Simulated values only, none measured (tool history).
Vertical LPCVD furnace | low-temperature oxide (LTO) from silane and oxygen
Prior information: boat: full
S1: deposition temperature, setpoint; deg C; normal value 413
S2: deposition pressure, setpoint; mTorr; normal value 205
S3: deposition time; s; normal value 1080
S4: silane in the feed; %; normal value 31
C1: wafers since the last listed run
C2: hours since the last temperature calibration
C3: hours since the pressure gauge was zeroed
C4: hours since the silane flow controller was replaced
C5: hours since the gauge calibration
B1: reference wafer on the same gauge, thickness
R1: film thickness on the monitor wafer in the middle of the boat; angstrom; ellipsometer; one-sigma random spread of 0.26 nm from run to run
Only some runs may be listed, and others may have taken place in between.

| run | hour | S1 | S2 | S3 | S4 | C1 | C2 | C3 | C4 | C5 | B1 | R1 |
|---|---|---|---|---|---|---|---|---|---|---|---|---|
| 1 | 0 | 413 | 240 | 840 | 31 | 0 | 1100.4 | 2000.7 | 4534.3 | 124.9 | 124.03 | 1159.2 |
| 2 | 34 | 413 | 205 | 1080 | 31 | 909 | 1134.4 | 2034.7 | 4568.3 | 158.9 | 124.01 | 1274.2 |
|  | 60.5 | gauge calibrated |
| 3 | 65.6 | 413 | 205 | 1080 | 31 | 844 | 1166 | 2066.3 | 4599.9 | 5.1 | 124.01 | 1277.9 |
| 4 | 101.3 | 413 | 205 | 1080 | 31 | 954 | 1201.7 | 2102 | 4635.6 | 40.8 | 124.13 | 1282.9 |
| 5 | 127.2 | 416 | 205 | 1170 | 31 | 692 | 1227.6 | 2127.9 | 4661.5 | 66.7 | 124.11 | 1434.9 |
|  | 175.4 | pressure gauge zeroed |
| 6 | 175.9 | 416 | 205 | 1170 | 31 | 660 | 1276.3 | 0.5 | 4710.2 | 115.4 | 124.02 | 1433.5 |
| 7 | 184.2 | 413 | 205 | 1080 | 31 | 221 | 1284.6 | 8.8 | 4718.5 | 123.7 | 124 | 1279.4 |
| 8 | 200.9 | 413 | 205 | 1080 | 31 | 446 | 1301.3 | 25.5 | 4735.2 | 140.4 | 124.08 | 1286.8 |
|  | 229.3 | silane flow controller replaced |
| 9 | 229.8 | 413 | 205 | 1080 | 31 | 131 | 1330.2 | 54.4 | 0.5 | 169.3 | 124.03 | 1285.7 |
| 10 | 233.6 | 413 | 180 | 1080 | 31 | 101 | 1334 | 58.2 | 4.3 | 173.1 | 123.97 | 1132 |
|  | 249 | gauge calibrated |
|  | 264.1 | thermocouples replaced and temperature profile calibrated |
| 11 | 264.6 | 413 | 205 | 1080 | 31 | 187 | 0.5 | 89.2 | 35.3 | 15.6 | 124.09 | 1248.5 |
| 12 | 278.5 | 422 | 175 | 1380 | 29 | 371 | 14.4 | 103.1 | 49.2 | 29.5 | 123.89 | 1367.8 |
| 13 | 291.6 | 422 | 175 | 1380 | 29 | 350 | 27.5 | 116.2 | 62.3 | 42.6 | 123.99 | 1365.6 |
| 14 | 307.3 | 420 | 205 | 1080 | 31 | 419 | 43.2 | 131.9 | 78 | 58.3 | 124.07 | 1349.8 |
| 15 | 333.4 | 413 | 205 | 810 | 36 | 697 | 69.3 | 158 | 104.1 | 84.4 | 124.05 | 1142.2 |
| 16 | 354.5 | 413 | 175 | 1080 | 33 | 564 | 90.4 | 179.1 | 125.2 | 105.5 | 124.01 | 1162.7 |

Results per run with the tool's hidden condition removed, run-to-run variation unchanged:
Unlogged tool condition in this case: true tube temperature minus thermocouple reading, K; true pressure minus gauge reading, mTorr; deviation of the silane flow from its setpoint, %; gauge reads high (%).
| run | R1 |
|---|---|
| 1 | 1131.5 |
| 2 | 1241.9 |
| 3 | 1243.7 |
| 4 | 1246.5 |
| 5 | 1392.9 |
| 6 | 1388.3 |
| 7 | 1238.1 |
| 8 | 1244.2 |
| 9 | 1241.2 |
| 10 | 1092.6 |
| 11 | 1244.1 |
| 12 | 1363 |
| 13 | 1360.8 |
| 14 | 1345.1 |
| 15 | 1138.2 |
| 16 | 1158.5 |
